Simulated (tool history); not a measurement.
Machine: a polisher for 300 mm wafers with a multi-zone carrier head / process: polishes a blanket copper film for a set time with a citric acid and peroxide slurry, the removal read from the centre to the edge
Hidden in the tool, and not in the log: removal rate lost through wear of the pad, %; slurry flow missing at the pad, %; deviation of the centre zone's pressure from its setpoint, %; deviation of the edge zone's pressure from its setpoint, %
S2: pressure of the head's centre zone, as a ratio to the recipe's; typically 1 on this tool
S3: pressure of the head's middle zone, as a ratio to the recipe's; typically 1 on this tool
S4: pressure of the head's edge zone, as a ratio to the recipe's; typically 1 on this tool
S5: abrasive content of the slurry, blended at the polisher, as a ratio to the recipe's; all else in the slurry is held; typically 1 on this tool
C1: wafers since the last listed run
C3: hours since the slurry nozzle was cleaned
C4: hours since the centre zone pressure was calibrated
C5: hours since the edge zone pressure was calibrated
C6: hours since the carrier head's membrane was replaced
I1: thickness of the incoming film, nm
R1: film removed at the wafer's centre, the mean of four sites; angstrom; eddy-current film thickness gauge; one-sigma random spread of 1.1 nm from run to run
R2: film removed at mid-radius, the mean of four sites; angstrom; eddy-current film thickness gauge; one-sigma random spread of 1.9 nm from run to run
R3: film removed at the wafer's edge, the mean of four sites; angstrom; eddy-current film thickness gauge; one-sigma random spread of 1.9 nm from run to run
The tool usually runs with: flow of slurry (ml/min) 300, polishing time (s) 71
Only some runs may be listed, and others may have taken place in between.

run 1 hour=0 | flow_of_slurry_(ml/min)=300 S2=1 S3=1 S4=1 S5=1 polishing_time_(s)=61 | C1=0 wafers_polished_on_this_pad=510 C3=171 C4=1097.7 C5=109.4 C6=1265.5 | I1=1120.5 | R1=1364 R2=1380 R3=1410
run 2 hour=50.9 | flow_of_slurry_(ml/min)=300 S2=1 S3=1.07 S4=1 S5=1 polishing_time_(s)=71 | C1=530 wafers_polished_on_this_pad=1040 C3=221.9 C4=1148.6 C5=160.3 C6=1316.4 | I1=1115.8 | R1=1587 R2=1688 R3=1625
run 3 hour=98.7 | flow_of_slurry_(ml/min)=300 S2=1 S3=1.07 S4=1 S5=1 polishing_time_(s)=71 | C1=497 wafers_polished_on_this_pad=1538 C3=269.7 C4=1196.4 C5=208.1 C6=1364.2 | I1=1109 | R1=1592 R2=1704 R3=1641
run 4 hour=171.7 | flow_of_slurry_(ml/min)=300 S2=1 S3=1.07 S4=1 S5=1 polishing_time_(s)=71 | C1=760 wafers_polished_on_this_pad=2298 C3=342.7 C4=1269.4 C5=281.1 C6=1437.2 | I1=1122.1 | R1=1594 R2=1668 R3=1653
-- hour=209.8 centre zone pressure recalibrated
run 5 hour=235.6 | flow_of_slurry_(ml/min)=300 S2=0.93 S3=1 S4=1 S5=0.9 polishing_time_(s)=71 | C1=644 wafers_polished_on_this_pad=2943 C3=406.6 C4=25.8 C5=345 C6=1501.1 | I1=1087.8 | R1=1496 R2=1563 R3=1615
run 6 hour=326.5 | flow_of_slurry_(ml/min)=300 S2=1.03 S3=1.1 S4=0.91 S5=1 polishing_time_(s)=56 | C1=946 wafers_polished_on_this_pad=3889 C3=497.5 C4=116.7 C5=435.9 C6=1592 | I1=1119.8 | R1=1343 R2=1385 R3=1256
-- hour=377.3 slurry nozzle cleaned
-- hour=403.3 worn pad replaced by a new one
run 7 hour=416.3 | flow_of_slurry_(ml/min)=300 S2=0.88 S3=1 S4=0.92 S5=1 polishing_time_(s)=71 | C1=883 wafers_polished_on_this_pad=135 C3=39 C4=206.5 C5=525.7 C6=1681.8 | I1=1116.1 | R1=1446 R2=1564 R3=1590
-- hour=446.8 carrier head's membrane replaced by a new one
run 8 hour=492.6 | flow_of_slurry_(ml/min)=405 S2=1.1 S3=1.07 S4=1 S5=1 polishing_time_(s)=60 | C1=742 wafers_polished_on_this_pad=878 C3=115.3 C4=282.8 C5=602 C6=45.8 | I1=1119.8 | R1=1533 R2=1454 R3=1406
run 9 hour=566.7 | flow_of_slurry_(ml/min)=300 S2=0.95 S3=1 S4=0.93 S5=1 polishing_time_(s)=71 | C1=771 wafers_polished_on_this_pad=1650 C3=189.4 C4=356.9 C5=676.1 C6=119.9 | I1=1130.9 | R1=1526 R2=1624 R3=1615
run 10 hour=616.3 | flow_of_slurry_(ml/min)=300 S2=1 S3=1.09 S4=1 S5=1 polishing_time_(s)=71 | C1=516 wafers_polished_on_this_pad=2166 C3=239 C4=406.5 C5=725.7 C6=169.5 | I1=1099.8 | R1=1626 R2=1742 R3=1636
run 11 hour=723.5 | flow_of_slurry_(ml/min)=205 S2=0.89 S3=0.91 S4=0.96 S5=1 polishing_time_(s)=71 | C1=1116 wafers_polished_on_this_pad=3282 C3=346.2 C4=513.7 C5=832.9 C6=276.7 | I1=1095.1 | R1=1366 R2=1448 R3=1538
run 12 hour=788.2 | flow_of_slurry_(ml/min)=300 S2=1 S3=1.12 S4=1.09 S5=1.2 polishing_time_(s)=60 | C1=673 wafers_polished_on_this_pad=3956 C3=410.9 C4=578.4 C5=897.6 C6=341.4 | I1=1123.4 | R1=1420 R2=1545 R3=1537
-- hour=840.9 worn pad replaced by a new one
-- hour=885.1 slurry nozzle cleaned
run 13 hour=890.2 | flow_of_slurry_(ml/min)=245 S2=0.94 S3=0.95 S4=1 S5=0.75 polishing_time_(s)=71 | C1=1010 wafers_polished_on_this_pad=503 C3=5.1 C4=680.4 C5=999.6 C6=443.4 | I1=1104.8 | R1=1375 R2=1429 R3=1521
run 14 hour=945.6 | flow_of_slurry_(ml/min)=300 S2=1 S3=1 S4=1 S5=1 polishing_time_(s)=71 | C1=576 wafers_polished_on_this_pad=1080 C3=60.5 C4=735.8 C5=1055 C6=498.8 | I1=1108.7 | R1=1576 R2=1602 R3=1645
run 15 hour=999.9 | flow_of_slurry_(ml/min)=300 S2=0.96 S3=1 S4=0.92 S5=1.1 polishing_time_(s)=71 | C1=565 wafers_polished_on_this_pad=1645 C3=114.8 C4=790.1 C5=1109.3 C6=553.1 | I1=1113.6 | R1=1559 R2=1670 R3=1592
run 16 hour=1054.1 | flow_of_slurry_(ml/min)=300 S2=1.11 S3=1 S4=1 S5=1 polishing_time_(s)=71 | C1=564 wafers_polished_on_this_pad=2210 C3=169 C4=844.3 C5=1163.5 C6=607.3 | I1=1129.6 | R1=1786 R2=1598 R3=1641
-- hour=1066.4 edge zone pressure recalibrated
run 17 hour=1101.2 | flow_of_slurry_(ml/min)=300 S2=1 S3=1 S4=1 S5=1 polishing_time_(s)=71 | C1=469 wafers_polished_on_this_pad=2679 C3=216.1 C4=891.4 C5=34.8 C6=654.4 | I1=1122.5 | R1=1601 R2=1589 R3=1614
run 18 hour=1208.3 | flow_of_slurry_(ml/min)=300 S2=1.1 S3=1 S4=1 S5=1 polishing_time_(s)=71 | C1=1115 wafers_polished_on_this_pad=3795 C3=323.2 C4=998.5 C5=141.9 C6=761.5 | I1=1103.3 | R1=1742 R2=1599 R3=1645
-- hour=1294.2 slurry nozzle cleaned
run 19 hour=1316 | flow_of_slurry_(ml/min)=300 S2=0.91 S3=1 S4=1 S5=0.8 polishing_time_(s)=91 | C1=1111 wafers_polished_on_this_pad=4906 C3=21.8 C4=1106.2 C5=249.6 C6=869.2 | I1=1119.5 | R1=1753 R2=1964 R3=1997

Forecast run 20:
-- hour=1332.4 worn pad replaced by a new one
run 20 hour=1378.4 | flow_of_slurry_(ml/min)=300 S2=1 S3=1 S4=1.04 S5=1.15 polishing_time_(s)=71 | C1=608 wafers_polished_on_this_pad=479 C3=84.2 C4=1168.6 C5=312 C6=931.6 | I1=1117.6 | R1=? R2=? R3=?

R1: 1634 angstrom
R2: 1673 angstrom
R3: 1746 angstrom
If the tool had no hidden condition, the same run with the same run-to-run variation would have returned R1 1702 angstrom, R2 1673 angstrom, R3 1746 angstrom.
